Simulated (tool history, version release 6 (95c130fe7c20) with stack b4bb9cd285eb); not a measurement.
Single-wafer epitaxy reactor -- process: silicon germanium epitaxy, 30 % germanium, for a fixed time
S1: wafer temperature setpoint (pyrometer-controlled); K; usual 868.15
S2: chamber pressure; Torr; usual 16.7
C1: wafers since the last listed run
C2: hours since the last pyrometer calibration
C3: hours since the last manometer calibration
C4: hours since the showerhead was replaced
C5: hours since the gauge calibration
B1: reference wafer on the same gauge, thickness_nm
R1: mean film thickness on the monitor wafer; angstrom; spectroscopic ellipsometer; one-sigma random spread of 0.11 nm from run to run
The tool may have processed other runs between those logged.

run   hour      S1    S2   C1      C2     C3      C4     C5      B1      R1
  1    0.0  868.15  16.7    0  2631.3  835.7  5313.4  182.2  57.712  521.44
  2   12.8  868.15  16.7  161  2644.1  848.5  5326.2  195.0  57.707  521.87
  3   19.5  868.15  16.7   84  2650.8  855.2  5332.9  201.7  57.659  523.95
  4   63.9  868.15  16.7  559  2695.2  899.6  5377.3  246.1  57.682  524.06
  5   80.4  868.15  19.6  208  2711.7  916.1  5393.8  262.6  57.728  555.59
  6   92.6  868.15  16.7  153  2723.9  928.3  5406.0  274.8  57.699  525.59
  7   98.7  868.15  13.7   76  2730.0  934.4  5412.1  280.9  57.701  491.11
  8  116.0  868.15  13.7  218  2747.3  951.7  5429.4  298.2  57.674  490.90
  9  132.8  868.15  16.7  211  2764.1  968.5  5446.2  315.0  57.649  525.83
 10  144.1  868.15  19.8  142  2775.4  979.8  5457.5  326.3  57.710  557.00
 11  160.2  868.15  19.8  203  2791.5  995.9  5473.6  342.4  57.689  558.16
     173.8  -- gauge calibrated
     176.8  -- capacitance manometer re-zeroed and calibrated
 12  177.3  876.15  16.7  114  2808.6    0.5  5490.7    3.5  57.699  598.78
 13  193.7  861.15  13.0  206  2825.0   16.9  5507.1   19.9  57.723  433.98
 14  201.3  881.15  13.7   95  2832.6   24.5  5514.7   27.5  57.689  606.47
     223.7  -- showerhead replaced
 15  224.2  872.15  16.7  187  2855.5   47.4     0.5   50.4  57.682  565.41
     232.7  -- pyrometer calibrated
 16  233.2  854.15  16.7   12     0.5   56.4     9.5   59.4  57.722  379.60
 17  245.9  868.15  16.7  160    13.2   69.1    22.2   72.1  57.722  476.02
 18  260.6  856.15  18.5  185    27.9   83.8    36.9   86.8  57.683  404.76
 19  268.9  868.15  19.9  104    36.2   92.1    45.2   95.1  57.727  506.33
 20  282.9  854.15  16.7  176    50.2  106.1    59.2  109.1  57.700  378.69
 21  289.2  880.15  13.3   79    56.5  112.4    65.5  115.4  57.702  535.42
 22  299.5  868.15  16.7  129    66.8  122.7    75.8  125.7  57.646  477.50
 23  312.7  855.15  19.4  166    80.0  135.9    89.0  138.9  57.730  404.86
 24  325.1  872.15  19.6  156    92.4  148.3   101.4  151.3  57.671  539.34
 25  335.4  877.15  14.9  129   102.7  158.6   111.7  161.6  57.693  530.90

3 ways to go on from here, each from the tool as it stands after run 25. What would each give?
  A  335.8  868.15  16.7   5  103.1  159.0  112.1  162.0   ?   ?
  B  335.8  854.15  20.4   5  103.1  159.0  112.1  162.0   ?   ?
  C  335.8  862.15  15.3   5  103.1  159.0  112.1  162.0   ?   ?

run      B1      R1
  A  57.665  476.54
  B  57.665  404.92
  C  57.665  419.47
With no hidden state in the tool, these same runs would have given:
run      R1
  A  481.69
  B  409.43
  C  424.06
